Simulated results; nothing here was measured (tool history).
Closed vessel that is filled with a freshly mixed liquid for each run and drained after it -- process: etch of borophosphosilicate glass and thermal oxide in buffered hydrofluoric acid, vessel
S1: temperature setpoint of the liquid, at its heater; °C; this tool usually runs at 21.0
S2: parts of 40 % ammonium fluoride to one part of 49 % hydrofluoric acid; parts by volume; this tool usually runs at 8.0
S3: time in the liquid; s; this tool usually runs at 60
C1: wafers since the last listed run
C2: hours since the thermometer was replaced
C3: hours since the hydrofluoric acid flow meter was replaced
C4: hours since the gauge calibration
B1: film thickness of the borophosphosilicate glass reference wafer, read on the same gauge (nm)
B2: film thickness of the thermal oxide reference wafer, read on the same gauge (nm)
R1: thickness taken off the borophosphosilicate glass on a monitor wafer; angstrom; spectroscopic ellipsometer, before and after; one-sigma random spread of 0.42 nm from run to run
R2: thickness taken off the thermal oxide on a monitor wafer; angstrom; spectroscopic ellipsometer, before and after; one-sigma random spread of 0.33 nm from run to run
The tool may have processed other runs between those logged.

run,hour,S1,S2,S3,C1,C2,C3,C4,B1,B2,R1,R2
1,0.0,21.0,8.0,60,0,2188.9,1996.4,803.6,50.02,49.97,1024.3,821.8
2,39.2,21.0,8.0,60,3185,2228.1,2035.6,842.8,49.99,50.02,1036.2,825.6
3,97.0,21.0,8.0,60,4697,2285.9,2093.4,900.6,50.00,49.99,1036.6,830.1
4,157.9,21.0,8.0,60,4949,2346.8,2154.3,961.5,50.04,50.00,1039.7,832.2
5,200.0,21.0,8.0,60,3421,2388.9,2196.4,1003.6,50.00,49.97,1036.8,828.7
# hour 229.4: gauge calibrated
6,305.9,21.0,8.0,60,8606,2494.8,2302.3,76.5,50.00,49.97,1033.0,842.2
7,368.2,21.0,8.0,60,5062,2557.1,2364.6,138.8,50.00,50.01,1039.2,845.4
# hour 404.5: hydrofluoric acid flow meter replaced
8,528.2,21.0,8.0,60,12921,2717.1,123.7,298.8,49.97,50.01,988.3,791.6
# hour 675.8: thermometer replaced
9,718.1,21.0,8.0,60,15351,42.3,313.6,488.7,50.01,50.00,938.8,749.3
10,759.6,21.0,8.0,60,3372,83.8,355.1,530.2,50.00,50.01,947.8,755.4
11,795.4,19.0,9.0,50,2909,119.6,390.9,566.0,50.02,49.95,616.8,494.9
12,844.2,21.0,8.0,60,3965,168.4,439.7,614.8,50.03,50.02,948.6,763.3
13,896.5,21.0,8.0,60,4250,220.7,492.0,667.1,49.97,50.05,948.6,760.4
14,942.2,21.0,5.0,85,3713,266.4,537.7,712.8,50.05,50.01,2072.2,1657.9
15,980.0,17.0,9.5,85,3071,304.2,575.5,750.6,50.05,50.04,900.2,734.5
16,1025.7,21.0,8.0,70,3713,349.9,621.2,796.3,49.98,49.96,1108.2,893.2
17,1087.0,23.5,8.0,60,4981,411.2,682.5,857.6,50.01,50.01,1100.3,884.6
# hour 1100.0: gauge calibrated
18,1157.0,24.5,8.0,90,5688,481.2,752.5,57.0,49.97,49.99,1722.2,1401.5
19,1214.6,21.0,8.0,60,4680,538.8,810.1,114.6,49.99,49.96,956.8,773.3
20,1259.7,24.5,10.0,40,3665,583.9,855.2,159.7,50.02,49.99,630.4,509.5
21,1327.3,21.0,8.0,75,5493,651.5,922.8,227.3,49.99,50.06,1207.9,968.6
22,1362.0,17.5,8.0,35,2819,686.2,957.5,262.0,49.98,49.97,465.2,369.6
23,1409.5,17.0,10.0,30,3860,733.7,1005.0,309.5,50.02,50.01,314.6,252.6
24,1449.1,19.0,9.0,50,3218,773.3,1044.6,349.1,50.02,50.00,634.3,513.5
25,1477.7,18.0,8.0,90,2324,801.9,1073.2,377.7,49.97,50.03,1234.2,994.6

Branching from run 25: 4 alternative next runs. What would each branch give?
A,1478.4,21.0,8.0,60,56,802.6,1073.9,378.4,?,?,?,?
B,1478.4,17.5,8.0,50,56,802.6,1073.9,378.4,?,?,?,?
C,1478.4,18.0,8.0,75,56,802.6,1073.9,378.4,?,?,?,?
D,1478.4,21.0,10.5,30,56,802.6,1073.9,378.4,?,?,?,?

run,B1,B2,R1,R2
A,50.02,49.96,973.4,779.0
B,50.02,49.96,668.6,533.6
C,50.02,49.96,1031.3,823.3
D,50.02,49.96,380.2,305.1
With the hidden condition removed and each run's random variation left untouched, the same runs would have given:
run,R1,R2
A,925.0,740.2
B,634.9,506.6
C,979.4,781.9
D,362.2,290.7

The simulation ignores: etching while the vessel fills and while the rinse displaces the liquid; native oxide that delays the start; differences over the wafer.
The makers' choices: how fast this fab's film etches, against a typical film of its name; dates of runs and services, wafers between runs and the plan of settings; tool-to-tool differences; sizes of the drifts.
